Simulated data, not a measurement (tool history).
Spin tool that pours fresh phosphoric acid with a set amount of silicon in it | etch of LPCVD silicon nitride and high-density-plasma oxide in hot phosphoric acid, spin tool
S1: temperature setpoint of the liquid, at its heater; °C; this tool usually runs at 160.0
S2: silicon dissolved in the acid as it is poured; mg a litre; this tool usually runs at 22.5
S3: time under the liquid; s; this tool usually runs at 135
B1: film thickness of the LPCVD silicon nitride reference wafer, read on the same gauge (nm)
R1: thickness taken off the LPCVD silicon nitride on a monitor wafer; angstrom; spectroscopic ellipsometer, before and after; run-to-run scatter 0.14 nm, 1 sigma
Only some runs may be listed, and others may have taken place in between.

run     day     S1    S2   S3      B1     R1
  1   0.000  162.0  39.0  185  150.01  222.0
      2.583  -- dissolved silicon flow meter replaced
  2   3.000  160.0  22.5  195  149.99  215.4
  3   4.821  160.0  22.5  100  150.01  112.2
  4   5.908  160.0  22.5  135  150.01  151.2
  5   7.229  158.5   8.5  170  150.00  182.1
  6   8.446  161.5  22.5  135  150.01  156.3
      9.583  -- thermometer replaced
  7  11.367  160.0   5.0  105  150.00  110.7
  8  12.500  157.0  22.5  110  149.99  106.5
  9  15.475  157.5  22.5  195  149.98  189.5
 10  17.954  157.5   5.5  135  150.01  131.4
 11  19.038  160.0  12.5   55  149.98   58.3
     20.542  -- heated supply line repaired
 12  22.854  162.5  34.5  195  150.01  226.2
     24.408  -- dissolved silicon flow meter replaced
 13  25.433  163.0  33.0  100  149.99  118.8
 14  26.738  158.5  15.5  135  149.98  136.0
 15  29.433  158.0  22.5  170  150.01  170.5
 16  36.238  160.0  22.5  135  150.00  143.5
 17  37.238  159.0  22.5   60  150.00   62.5
 18  39.229  158.0  36.0  185  150.01  191.0
 19  41.946  159.0  12.5  165  149.99  174.2
 20  44.612  160.0  22.5  135  150.00  145.2

Consider 5 possible next runs. They are alternatives, not a sequence: every one starts from the tool as it was left by run 20. What does each give?
  A  44.633  160.0  37.5  135   ?   ?
  B  44.633  160.0  36.5  135   ?   ?
  C  44.633  162.0   7.5  215   ?   ?
  D  44.633  158.5  14.0  165   ?   ?
  E  44.633  160.0  37.0  135   ?   ?

run      B1     R1
  A  150.01  147.3
  B  150.01  147.3
  C  150.01  250.7
  D  150.01  171.2
  E  150.01  147.3
Take away the tool's hidden state, keep each run's random variation, and the runs would have read:
run     R1
  A  143.3
  B  143.3
  C  244.0
  D  166.5
  E  143.3
